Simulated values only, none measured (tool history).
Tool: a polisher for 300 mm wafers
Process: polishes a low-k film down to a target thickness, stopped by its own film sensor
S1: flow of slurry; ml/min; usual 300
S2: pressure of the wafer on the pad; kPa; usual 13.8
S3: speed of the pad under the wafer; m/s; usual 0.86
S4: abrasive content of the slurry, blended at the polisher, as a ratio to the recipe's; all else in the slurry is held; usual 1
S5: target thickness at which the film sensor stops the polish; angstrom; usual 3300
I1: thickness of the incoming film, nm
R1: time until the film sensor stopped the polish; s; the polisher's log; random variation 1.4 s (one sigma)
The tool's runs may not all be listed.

Run 1, day 0: usual settings; I1 365.8. Result: R1 99.5 s.
Run 2, day 3.946: usual settings; I1 371.8. Result: R1 117.6 s.
At day 5.688: conditioning disc replaced and pad reconditioned.
At day 5.717: slurry nozzle cleaned.
Run 3, day 6.408: usual settings; I1 369.9. Result: R1 111.5 s.
At day 6.7: worn pad replaced by a new one.
Run 4, day 10.421: usual settings; I1 377.8. Result: R1 133.5 s.
At day 10.854: slurry blender recalibrated.
Run 5, day 12.596: usual settings; I1 367.9. Result: R1 107 s.
At day 21.279: conditioning disc replaced and pad reconditioned.
Run 6, day 21.908: usual settings; I1 370.3. Result: R1 114.3 s.
At day 23.492: worn pad replaced by a new one.
Run 7, day 23.904: usual settings; I1 370.2. Result: R1 114.6 s.
At day 25.412: slurry nozzle cleaned.
Run 8, day 27.071: usual settings; I1 375.1. Result: R1 126.9 s.
At day 28.904: slurry blender recalibrated.
Run 9, day 31.133: usual settings; I1 363.1. Result: R1 93.4 s.
Run 10, day 32.908: usual settings; I1 368.3. Result: R1 104.5 s.
Run 11, day 36.438: usual settings; I1 370.2. Result: R1 112.9 s.
At day 36.858: conditioning disc replaced and pad reconditioned.
At day 40.442: worn pad replaced by a new one.
At day 40.529: head pressure recalibrated.
Run 12, day 42.046: usual settings but S2 17.2 kPa, S3 1.02 m/s, S4 1.25, S5 3430 angstrom; I1 368.8. Result: R1 45.1 s.

Run 13 comes next. What will it give?
At day 43.792: slurry nozzle cleaned.
Run 13, day 45.479: usual settings; I1 367.7. Result: R1 ?.

R1: 108 s
Without the tool's hidden state the same run would have given R1 108 s.

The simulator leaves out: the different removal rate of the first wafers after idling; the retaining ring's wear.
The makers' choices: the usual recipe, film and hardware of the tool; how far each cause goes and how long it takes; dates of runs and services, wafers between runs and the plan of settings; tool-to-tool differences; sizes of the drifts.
